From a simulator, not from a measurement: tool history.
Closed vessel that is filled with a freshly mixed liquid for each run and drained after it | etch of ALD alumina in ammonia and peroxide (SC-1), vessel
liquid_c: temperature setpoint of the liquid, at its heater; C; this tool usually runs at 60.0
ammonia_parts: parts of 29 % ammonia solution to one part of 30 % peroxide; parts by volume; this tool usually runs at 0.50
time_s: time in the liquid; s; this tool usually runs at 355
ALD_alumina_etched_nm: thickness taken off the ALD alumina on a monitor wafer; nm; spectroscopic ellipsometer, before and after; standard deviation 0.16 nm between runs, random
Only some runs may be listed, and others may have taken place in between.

run,hour,liquid_c,ammonia_parts,time_s,"read-back film thickness of the ALD alumina reference wafer, read on the same gauge (nm)",ALD_alumina_etched_nm
1,0.0,60.0,0.50,355,60.01,50.44
2,16.0,60.0,0.50,355,60.07,50.45
3,22.6,60.0,0.50,355,60.04,50.67
4,35.8,60.0,0.50,355,59.97,50.37
5,42.5,60.0,0.50,355,60.05,50.37
6,49.0,60.0,0.50,355,60.02,50.42
7,55.2,60.0,0.50,245,60.06,34.81
8,70.4,60.0,0.50,355,60.07,50.74
9,87.9,67.0,0.50,355,60.04,71.53
# hour 102.0: gauge calibrated
10,103.0,67.0,0.50,355,60.06,71.45
11,112.0,60.0,0.50,355,59.97,50.30
12,121.1,60.0,0.50,355,60.04,50.49
# hour 127.2: new drum of ammonia solution connected
13,131.6,60.0,0.25,435,59.97,57.87
14,144.6,60.0,0.50,225,60.00,32.03
# hour 155.5: thermometer replaced
15,159.6,54.0,0.30,450,59.99,44.69
16,177.0,60.0,0.50,355,60.02,50.32
17,191.8,60.0,0.50,355,60.02,50.65
# hour 203.9: ammonia flow meter replaced
18,204.6,56.0,0.50,210,59.99,24.20
19,213.5,53.0,0.40,490,59.99,47.08
20,223.8,60.0,0.30,355,60.07,48.14
21,231.8,69.0,0.70,355,60.00,81.69
22,246.4,53.0,0.65,145,60.03,14.60
23,261.6,55.0,0.25,155,59.95,15.97
24,272.1,60.0,0.50,190,60.03,27.12
25,287.4,67.5,0.50,355,59.97,73.92

Consider 4 possible next runs. They are alternatives, not a sequence: every one starts from the tool as it was left by run 25. What does each give?
A,288.1,60.0,0.50,355,?,?
B,288.1,60.0,0.70,440,?,?
C,288.1,65.0,0.50,355,?,?
D,288.1,68.0,0.30,475,?,?

run,"read-back film thickness of the ALD alumina reference wafer, read on the same gauge (nm)",ALD_alumina_etched_nm
A,59.97,50.49
B,59.97,64.60
C,59.97,64.99
D,59.97,96.03
The same runs, with their run-to-run variation unchanged, on a tool lacking any hidden condition would have given:
run,ALD_alumina_etched_nm
A,50.49
B,64.60
C,64.99
D,96.03

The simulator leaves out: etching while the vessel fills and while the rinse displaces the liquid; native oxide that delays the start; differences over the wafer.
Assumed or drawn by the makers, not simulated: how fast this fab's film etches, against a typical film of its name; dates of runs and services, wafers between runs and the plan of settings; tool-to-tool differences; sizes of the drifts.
